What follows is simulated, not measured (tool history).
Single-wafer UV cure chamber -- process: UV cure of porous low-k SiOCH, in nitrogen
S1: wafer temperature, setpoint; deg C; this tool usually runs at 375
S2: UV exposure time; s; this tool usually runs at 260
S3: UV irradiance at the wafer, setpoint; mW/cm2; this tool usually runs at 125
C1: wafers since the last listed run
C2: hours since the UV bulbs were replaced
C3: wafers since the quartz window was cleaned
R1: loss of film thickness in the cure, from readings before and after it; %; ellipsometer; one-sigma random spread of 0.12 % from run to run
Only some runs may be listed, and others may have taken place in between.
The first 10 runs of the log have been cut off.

run 11 hour=107.3 | S1=375 S2=305 S3=125 | C1=53 C2=1174.0 C3=4041 | R1=12.394
run 12 hour=115.9 | S1=375 S2=305 S3=125 | C1=60 C2=1182.6 C3=4101 | R1=12.390
run 13 hour=132.2 | S1=375 S2=305 S3=125 | C1=114 C2=1198.9 C3=4215 | R1=12.222
-- hour=147.7 UV bulbs replaced
run 14 hour=148.2 | S1=375 S2=260 S3=109 | C1=56 C2=0.5 C3=4271 | R1=10.940
run 15 hour=157.1 | S1=375 S2=260 S3=109 | C1=62 C2=9.4 C3=4334 | R1=11.060
-- hour=169.7 quartz window cleaned
run 16 hour=170.2 | S1=360 S2=345 S3=125 | C1=35 C2=22.5 C3=3 | R1=11.980
run 17 hour=174.5 | S1=360 S2=345 S3=125 | C1=30 C2=26.8 C3=33 | R1=11.910
run 18 hour=192.0 | S1=375 S2=370 S3=98 | C1=122 C2=44.3 C3=156 | R1=11.562
run 19 hour=204.3 | S1=375 S2=260 S3=97 | C1=86 C2=56.6 C3=242 | R1=9.722
-- hour=218.3 quartz window cleaned, repeated, since the last time left the tool worse
run 20 hour=221.8 | S1=375 S2=260 S3=125 | C1=66 C2=74.1 C3=24 | R1=12.150
run 21 hour=232.9 | S1=375 S2=260 S3=125 | C1=77 C2=85.2 C3=102 | R1=12.062
run 22 hour=246.4 | S1=366 S2=260 S3=125 | C1=94 C2=98.7 C3=196 | R1=11.718
run 23 hour=259.7 | S1=380 S2=110 S3=125 | C1=93 C2=112.0 C3=289 | R1=8.451
run 24 hour=271.7 | S1=393 S2=260 S3=150 | C1=84 C2=124.0 C3=373 | R1=13.220
run 25 hour=279.8 | S1=375 S2=260 S3=125 | C1=56 C2=132.1 C3=430 | R1=11.940
run 26 hour=295.3 | S1=375 S2=260 S3=162 | C1=108 C2=147.6 C3=539 | R1=13.018
run 27 hour=303.5 | S1=369 S2=120 S3=107 | C1=57 C2=155.8 C3=596 | R1=7.988
run 28 hour=319.0 | S1=388 S2=260 S3=125 | C1=108 C2=171.3 C3=705 | R1=12.049
run 29 hour=326.5 | S1=375 S2=260 S3=125 | C1=52 C2=178.8 C3=757 | R1=11.889
run 30 hour=338.4 | S1=383 S2=405 S3=112 | C1=83 C2=190.7 C3=841 | R1=13.547
run 31 hour=349.0 | S1=375 S2=260 S3=125 | C1=74 C2=201.3 C3=915 | R1=11.826
run 32 hour=361.6 | S1=375 S2=370 S3=98 | C1=88 C2=213.9 C3=1003 | R1=12.098
run 33 hour=372.6 | S1=375 S2=260 S3=125 | C1=77 C2=224.9 C3=1080 | R1=11.721
run 34 hour=380.2 | S1=375 S2=335 S3=125 | C1=53 C2=232.5 C3=1133 | R1=13.026
run 35 hour=388.3 | S1=385 S2=260 S3=142 | C1=56 C2=240.6 C3=1190 | R1=12.861

Alternative continuations, all from the tool just after run 35; predict every row:
run A hour=388.8 | S1=375 S2=260 S3=125 | C1=3 C2=241.1 C3=1193 | R1=?
run B hour=388.8 | S1=392 S2=260 S3=92 | C1=3 C2=241.1 C3=1193 | R1=?
run C hour=388.8 | S1=375 S2=185 S3=125 | C1=3 C2=241.1 C3=1193 | R1=?

run=A R1=11.835
run=B R1=10.798
run=C R1=10.359
Without the tool's unlogged condition, the same runs would have read:
run=A R1=12.156
run=B R1=11.111
run=C R1=10.669
